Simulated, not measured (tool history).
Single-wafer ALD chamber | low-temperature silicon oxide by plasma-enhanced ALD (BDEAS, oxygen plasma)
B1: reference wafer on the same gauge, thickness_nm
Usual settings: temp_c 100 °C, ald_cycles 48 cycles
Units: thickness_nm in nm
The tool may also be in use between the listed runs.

run 1 hour=0.0 | temp_c=100 ald_cycles=48 | B1=7.131 | thickness_nm=7.241
run 2 hour=55.7 | temp_c=100 ald_cycles=48 | B1=7.140 | thickness_nm=7.239
run 3 hour=107.3 | temp_c=100 ald_cycles=48 | B1=7.140 | thickness_nm=7.257
run 4 hour=170.3 | temp_c=100 ald_cycles=48 | B1=7.140 | thickness_nm=7.258
run 5 hour=242.1 | temp_c=100 ald_cycles=48 | B1=7.138 | thickness_nm=7.270
run 6 hour=274.5 | temp_c=100 ald_cycles=52 | B1=7.138 | thickness_nm=7.838
run 7 hour=345.0 | temp_c=89 ald_cycles=48 | B1=7.142 | thickness_nm=7.491
run 8 hour=409.5 | temp_c=100 ald_cycles=48 | B1=7.140 | thickness_nm=7.240
run 9 hour=460.6 | temp_c=100 ald_cycles=48 | B1=7.129 | thickness_nm=7.206
run 10 hour=510.0 | temp_c=111 ald_cycles=48 | B1=7.132 | thickness_nm=7.106
run 11 hour=565.0 | temp_c=107 ald_cycles=45 | B1=7.146 | thickness_nm=6.705
run 12 hour=613.2 | temp_c=107 ald_cycles=56 | B1=7.136 | thickness_nm=8.391
-- hour=672.1 thermocouple changed; heater temperature recalibrated
run 13 hour=682.1 | temp_c=107 ald_cycles=45 | B1=7.149 | thickness_nm=6.718
run 14 hour=719.7 | temp_c=95 ald_cycles=42 | B1=7.130 | thickness_nm=6.426
run 15 hour=768.7 | temp_c=100 ald_cycles=48 | B1=7.141 | thickness_nm=7.257
-- hour=836.6 gauge calibrated
run 16 hour=947.6 | temp_c=92 ald_cycles=56 | B1=7.132 | thickness_nm=8.688
run 17 hour=971.8 | temp_c=111 ald_cycles=42 | B1=7.138 | thickness_nm=6.231
run 18 hour=1016.4 | temp_c=100 ald_cycles=48 | B1=7.141 | thickness_nm=7.209
run 19 hour=1080.5 | temp_c=100 ald_cycles=48 | B1=7.141 | thickness_nm=7.265
run 20 hour=1150.1 | temp_c=100 ald_cycles=54 | B1=7.134 | thickness_nm=8.171
run 21 hour=1208.6 | temp_c=105 ald_cycles=40 | B1=7.139 | thickness_nm=6.014

Forecast each of these 3 alternatives for the next run:
run A hour=1209.1 | temp_c=100 ald_cycles=51 | B1=? | thickness_nm=?
run B hour=1209.1 | temp_c=100 ald_cycles=53 | B1=? | thickness_nm=?
run C hour=1209.1 | temp_c=110 ald_cycles=48 | B1=? | thickness_nm=?

run=A B1=7.142 thickness_nm=7.712
run=B B1=7.142 thickness_nm=8.015
run=C B1=7.142 thickness_nm=7.143
Without the tool's hidden state the same runs would have given:
run=A thickness_nm=7.712
run=B thickness_nm=8.015
run=C thickness_nm=7.143
